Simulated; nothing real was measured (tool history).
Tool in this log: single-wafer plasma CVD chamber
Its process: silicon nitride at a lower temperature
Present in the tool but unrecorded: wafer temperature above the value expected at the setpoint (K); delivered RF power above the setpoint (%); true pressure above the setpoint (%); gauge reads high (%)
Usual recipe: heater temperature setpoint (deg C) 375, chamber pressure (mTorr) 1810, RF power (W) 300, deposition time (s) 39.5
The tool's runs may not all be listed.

| run | day | heater temperature setpoint (deg C) | chamber pressure (mTorr) | RF power (W) | deposition time (s) | wafers since the last listed run | hours since the last thermocouple change | hours since the last RF generator calibration | hours since the last manometer calibration | hours since the showerhead was replaced | hours since the gauge calibration | read-back reference wafer on the same gauge, thickness_nm | mean film thickness on the monitor wafer (angstrom) |
|---|---|---|---|---|---|---|---|---|---|---|---|---|---|
| 1 | 0 | 375 | 1810 | 335 | 39.5 | 0 | 3314.8 | 1145.6 | 2182.1 | 8065.2 | 141.8 | 37.789 | 476.64 |
| 2 | 1.246 | 375 | 1810 | 335 | 39.5 | 740 | 3344.7 | 1175.5 | 2212 | 8095.1 | 171.7 | 37.84 | 478.15 |
| 3 | 2.512 | 375 | 1810 | 285 | 45.5 | 753 | 3375.1 | 1205.9 | 2242.4 | 8125.5 | 202.1 | 37.816 | 472.77 |
| 4 | 3.554 | 375 | 1810 | 285 | 45.5 | 619 | 3400.1 | 1230.9 | 2267.4 | 8150.5 | 227.1 | 37.744 | 473.65 |
|  | 4.225 | gauge calibrated |
|  | 4.333 | thermocouple changed; heater temperature recalibrated |
|  | 4.888 | RF generator calibrated |
| 5 | 4.908 | 375 | 1810 | 285 | 45.5 | 408 | 13.8 | 0.5 | 2299.9 | 8183 | 16.4 | 37.852 | 445.3 |
| 6 | 6.171 | 375 | 1810 | 345 | 39.5 | 750 | 44.1 | 30.8 | 2330.2 | 8213.3 | 46.7 | 37.769 | 465.59 |
|  | 6.996 | showerhead replaced |
|  | 7.492 | RF generator calibrated, repeated, since the last time left the tool worse |
| 7 | 7.512 | 375 | 1810 | 345 | 39.5 | 401 | 76.3 | 0.5 | 2362.4 | 12.4 | 78.9 | 37.796 | 510.19 |
| 8 | 8.017 | 375 | 1810 | 300 | 39.5 | 299 | 88.4 | 12.6 | 2374.5 | 24.5 | 91 | 37.825 | 450.4 |
| 9 | 8.988 | 375 | 1960 | 255 | 39.5 | 577 | 111.7 | 35.9 | 2397.8 | 47.8 | 114.3 | 37.793 | 393.45 |
|  | 9.779 | capacitance manometer re-zeroed and calibrated |
| 10 | 9.8 | 379 | 1810 | 275 | 39.5 | 284 | 131.2 | 55.4 | 0.5 | 67.3 | 133.8 | 37.827 | 415.64 |
| 11 | 10.321 | 363 | 1570 | 300 | 45.6 | 309 | 143.7 | 67.9 | 13 | 79.8 | 146.3 | 37.833 | 508.97 |
| 12 | 11.592 | 375 | 2240 | 255 | 32.1 | 755 | 174.2 | 98.4 | 43.5 | 110.3 | 176.8 | 37.873 | 331.35 |
| 13 | 12.233 | 375 | 1360 | 300 | 39.5 | 381 | 189.6 | 113.8 | 58.9 | 125.7 | 192.2 | 37.784 | 425.91 |
| 14 | 13.217 | 375 | 1810 | 300 | 42.5 | 584 | 213.2 | 137.4 | 82.5 | 149.3 | 215.8 | 37.768 | 486.71 |

Consider 5 possible next runs. They are alternatives, not a sequence: every one starts from the tool as it was left by run 14. What does each give?
| A | 13.233 | 375 | 1810 | 300 | 39.5 | 9 | 213.6 | 137.8 | 82.9 | 149.7 | 216.2 | ? | ? |
| B | 13.233 | 375 | 1530 | 300 | 39.5 | 9 | 213.6 | 137.8 | 82.9 | 149.7 | 216.2 | ? | ? |
| C | 13.233 | 368 | 1590 | 300 | 39.5 | 9 | 213.6 | 137.8 | 82.9 | 149.7 | 216.2 | ? | ? |
| D | 13.233 | 386 | 1400 | 300 | 46.4 | 9 | 213.6 | 137.8 | 82.9 | 149.7 | 216.2 | ? | ? |
| E | 13.233 | 375 | 1490 | 355 | 39.5 | 9 | 213.6 | 137.8 | 82.9 | 149.7 | 216.2 | ? | ? |

| run | read-back reference wafer on the same gauge, thickness_nm | mean film thickness on the monitor wafer (angstrom) |
|---|---|---|
| A | 37.837 | 453.14 |
| B | 37.837 | 435.97 |
| C | 37.837 | 440.96 |
| D | 37.837 | 499.6 |
| E | 37.837 | 500.73 |
Without the tool's unlogged condition, the same runs would have read:
| run | mean film thickness on the monitor wafer (angstrom) |
|---|---|
| A | 454.64 |
| B | 437.41 |
| C | 442.42 |
| D | 501.26 |
| E | 502.28 |

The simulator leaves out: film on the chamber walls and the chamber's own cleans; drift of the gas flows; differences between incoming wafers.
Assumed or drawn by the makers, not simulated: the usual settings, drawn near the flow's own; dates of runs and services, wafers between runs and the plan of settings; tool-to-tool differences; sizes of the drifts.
